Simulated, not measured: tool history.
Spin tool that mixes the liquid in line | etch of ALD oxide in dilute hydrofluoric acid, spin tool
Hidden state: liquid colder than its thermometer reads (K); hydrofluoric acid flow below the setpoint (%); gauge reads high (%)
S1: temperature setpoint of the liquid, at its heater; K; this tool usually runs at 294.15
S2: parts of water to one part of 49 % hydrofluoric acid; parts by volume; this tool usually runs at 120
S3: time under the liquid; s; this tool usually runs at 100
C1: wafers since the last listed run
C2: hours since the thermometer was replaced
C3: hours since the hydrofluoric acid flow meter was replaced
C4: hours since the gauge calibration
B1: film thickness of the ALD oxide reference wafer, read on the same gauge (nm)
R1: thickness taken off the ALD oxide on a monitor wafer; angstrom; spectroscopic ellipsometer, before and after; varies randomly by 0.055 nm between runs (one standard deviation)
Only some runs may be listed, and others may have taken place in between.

run     day      S1   S2   S3   C1      C2      C3     C4     B1     R1
  1   0.000  294.15  120  100    0  2107.5   943.3  193.9  50.06  148.2
      0.312  -- gauge calibrated
  2   0.717  292.65  120  100  137  2124.7   960.5    9.7  50.04  140.2
  3   1.404  292.65  120  100  131  2141.2   977.0   26.2  50.01  139.6
  4   1.871  292.65  120  100   89  2152.4   988.2   37.4  49.97  140.2
  5   2.471  296.15  120  100  114  2166.8  1002.6   51.8  50.00  160.7
  6   2.992  294.15  120  100   99  2179.3  1015.1   64.3  50.02  148.0
  7   3.254  294.15  120  100   50  2185.6  1021.4   70.6  49.95  148.5
  8   3.917  294.15  120  100  126  2201.5  1037.3   86.5  49.97  149.3
  9   4.304  294.15  120  100   74  2210.8  1046.6   95.8  50.03  148.0
 10   4.883  294.15  120  100  110  2224.7  1060.5  109.7  50.00  148.3
      5.100  -- thermometer replaced
 11   5.258  294.15  120  135   63     3.8  1069.5  118.7  50.00  198.7
 12   5.658  294.15  120  100   76    13.4  1079.1  128.3  50.01  148.2
 13   6.175  294.15  145  100   98    25.8  1091.5  140.7  49.94  119.9
 14   6.700  298.65   75  135  100    38.4  1104.1  153.3  49.99  405.2
 15   7.346  298.15   70  125  123    53.9  1119.6  168.8  49.96  396.9
      7.708  -- gauge calibrated
 16   7.842  290.65  100  100   94    65.8  1131.5    3.2  49.98  158.3
      8.192  -- hydrofluoric acid flow meter replaced
 17   8.212  294.15   60  100   62    74.7     0.5   12.1  50.00  317.9
 18   8.496  294.15   65  145   54    81.5     7.3   18.9  50.02  422.8
 19   9.062  294.15  120  135  108    95.1    20.9   32.5  50.00  201.2
 20   9.488  294.15  155   55   81   105.3    31.1   42.7  50.01   61.2
 21  10.196  294.15   95   60  135   122.3    48.1   59.7  49.99  115.2
 22  10.921  294.15  120  100  138   139.7    65.5   77.1  49.98  149.2
 23  11.512  298.15  120   60  113   153.9    79.7   91.3  49.99  104.2

Exercise: give the hidden state of the tool at every run:
liquid colder than its thermometer reads (K): 0, the same for each run
hydrofluoric acid flow below the setpoint (%): 0, the same for each run
gauge reads high (%): 0, the same for each run
